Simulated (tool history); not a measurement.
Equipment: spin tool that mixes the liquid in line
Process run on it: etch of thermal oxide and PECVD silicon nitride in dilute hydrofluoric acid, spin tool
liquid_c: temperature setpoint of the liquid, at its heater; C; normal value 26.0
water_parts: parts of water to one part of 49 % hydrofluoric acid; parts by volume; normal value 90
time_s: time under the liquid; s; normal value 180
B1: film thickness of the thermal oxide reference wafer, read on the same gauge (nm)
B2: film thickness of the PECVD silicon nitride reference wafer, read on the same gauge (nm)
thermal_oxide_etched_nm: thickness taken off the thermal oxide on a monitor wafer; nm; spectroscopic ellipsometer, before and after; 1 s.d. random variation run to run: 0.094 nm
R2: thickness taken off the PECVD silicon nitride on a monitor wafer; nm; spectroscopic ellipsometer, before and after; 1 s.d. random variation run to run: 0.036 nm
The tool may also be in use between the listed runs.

run 1 hour=0.0 | liquid_c=26.0 water_parts=65 time_s=180 | B1=150.01 B2=70.019 | thermal_oxide_etched_nm=16.97 R2=6.502
-- hour=4.8 hydrofluoric acid flow meter replaced
run 2 hour=17.5 | liquid_c=26.0 water_parts=65 time_s=180 | B1=150.01 B2=70.026 | thermal_oxide_etched_nm=15.00 R2=5.791
run 3 hour=31.7 | liquid_c=26.0 water_parts=65 time_s=180 | B1=150.01 B2=70.039 | thermal_oxide_etched_nm=14.98 R2=5.772
run 4 hour=42.7 | liquid_c=26.0 water_parts=90 time_s=180 | B1=150.02 B2=70.046 | thermal_oxide_etched_nm=10.38 R2=4.227
run 5 hour=54.3 | liquid_c=28.0 water_parts=90 time_s=180 | B1=149.98 B2=69.966 | thermal_oxide_etched_nm=11.16 R2=4.802
run 6 hour=100.5 | liquid_c=21.5 water_parts=90 time_s=180 | B1=149.98 B2=69.969 | thermal_oxide_etched_nm=8.97 R2=3.131
run 7 hour=115.6 | liquid_c=26.0 water_parts=90 time_s=235 | B1=150.01 B2=70.016 | thermal_oxide_etched_nm=14.04 R2=5.579
run 8 hour=123.0 | liquid_c=28.0 water_parts=50 time_s=265 | B1=149.96 B2=70.010 | thermal_oxide_etched_nm=31.93 R2=12.734
-- hour=129.5 thermometer replaced
run 9 hour=130.0 | liquid_c=22.5 water_parts=45 time_s=80 | B1=150.01 B2=69.989 | thermal_oxide_etched_nm=8.63 R2=2.970
run 10 hour=146.0 | liquid_c=21.5 water_parts=105 time_s=110 | B1=149.99 B2=70.017 | thermal_oxide_etched_nm=4.59 R2=1.666
run 11 hour=158.8 | liquid_c=31.0 water_parts=90 time_s=270 | B1=150.03 B2=70.028 | thermal_oxide_etched_nm=19.48 R2=8.807
run 12 hour=172.7 | liquid_c=30.0 water_parts=45 time_s=280 | B1=150.01 B2=69.984 | thermal_oxide_etched_nm=41.45 R2=16.807
run 13 hour=185.5 | liquid_c=26.0 water_parts=90 time_s=125 | B1=150.00 B2=70.037 | thermal_oxide_etched_nm=7.48 R2=2.949
run 14 hour=195.0 | liquid_c=23.0 water_parts=90 time_s=180 | B1=150.01 B2=70.011 | thermal_oxide_etched_nm=9.48 R2=3.479
run 15 hour=204.3 | liquid_c=23.0 water_parts=65 time_s=215 | B1=150.00 B2=70.021 | thermal_oxide_etched_nm=16.19 R2=5.851
run 16 hour=212.0 | liquid_c=24.5 water_parts=115 time_s=75 | B1=150.01 B2=69.999 | thermal_oxide_etched_nm=3.19 R2=1.287
-- hour=221.5 gauge calibrated
run 17 hour=221.6 | liquid_c=28.5 water_parts=90 time_s=145 | B1=150.00 B2=70.050 | thermal_oxide_etched_nm=9.69 R2=4.025
run 18 hour=236.6 | liquid_c=26.0 water_parts=65 time_s=80 | B1=149.99 B2=70.047 | thermal_oxide_etched_nm=6.87 R2=2.648
run 19 hour=243.2 | liquid_c=26.0 water_parts=120 time_s=110 | B1=150.01 B2=69.966 | thermal_oxide_etched_nm=4.79 R2=1.990
run 20 hour=257.8 | liquid_c=26.0 water_parts=90 time_s=180 | B1=150.02 B2=69.999 | thermal_oxide_etched_nm=10.78 R2=4.227
run 21 hour=268.2 | liquid_c=26.0 water_parts=90 time_s=110 | B1=150.00 B2=70.043 | thermal_oxide_etched_nm=6.62 R2=2.604
run 22 hour=278.0 | liquid_c=26.0 water_parts=90 time_s=180 | B1=149.97 B2=70.015 | thermal_oxide_etched_nm=10.55 R2=4.290
run 23 hour=290.9 | liquid_c=23.0 water_parts=65 time_s=260 | B1=150.00 B2=70.026 | thermal_oxide_etched_nm=19.91 R2=7.020
run 24 hour=305.9 | liquid_c=23.5 water_parts=90 time_s=180 | B1=149.97 B2=69.961 | thermal_oxide_etched_nm=9.86 R2=3.687
run 25 hour=315.5 | liquid_c=26.0 water_parts=90 time_s=180 | B1=150.01 B2=69.989 | thermal_oxide_etched_nm=10.93 R2=4.355
run 26 hour=333.2 | liquid_c=26.0 water_parts=90 time_s=180 | B1=150.01 B2=69.963 | thermal_oxide_etched_nm=10.94 R2=4.316
run 27 hour=342.3 | liquid_c=26.0 water_parts=90 time_s=180 | B1=150.00 B2=69.999 | thermal_oxide_etched_nm=10.79 R2=4.228

Below are 3 alternative next runs, each starting from the tool's condition after run 27. Predict each:
run A hour=342.8 | liquid_c=26.0 water_parts=90 time_s=180 | B1=? B2=? | thermal_oxide_etched_nm=? R2=?
run B hour=342.8 | liquid_c=23.0 water_parts=55 time_s=110 | B1=? B2=? | thermal_oxide_etched_nm=? R2=?
run C hour=342.8 | liquid_c=26.0 water_parts=90 time_s=260 | B1=? B2=? | thermal_oxide_etched_nm=? R2=?

run=A B1=150.01 B2=69.982 thermal_oxide_etched_nm=10.94 R2=4.288
run=B B1=150.01 B2=69.982 thermal_oxide_etched_nm=10.13 R2=3.485
run=C B1=150.01 B2=69.982 thermal_oxide_etched_nm=15.80 R2=6.194
What these runs would have given with no unlogged condition in the tool:
run=A thermal_oxide_etched_nm=10.43 R2=4.111
run=B thermal_oxide_etched_nm=9.68 R2=3.342
run=C thermal_oxide_etched_nm=15.07 R2=5.938
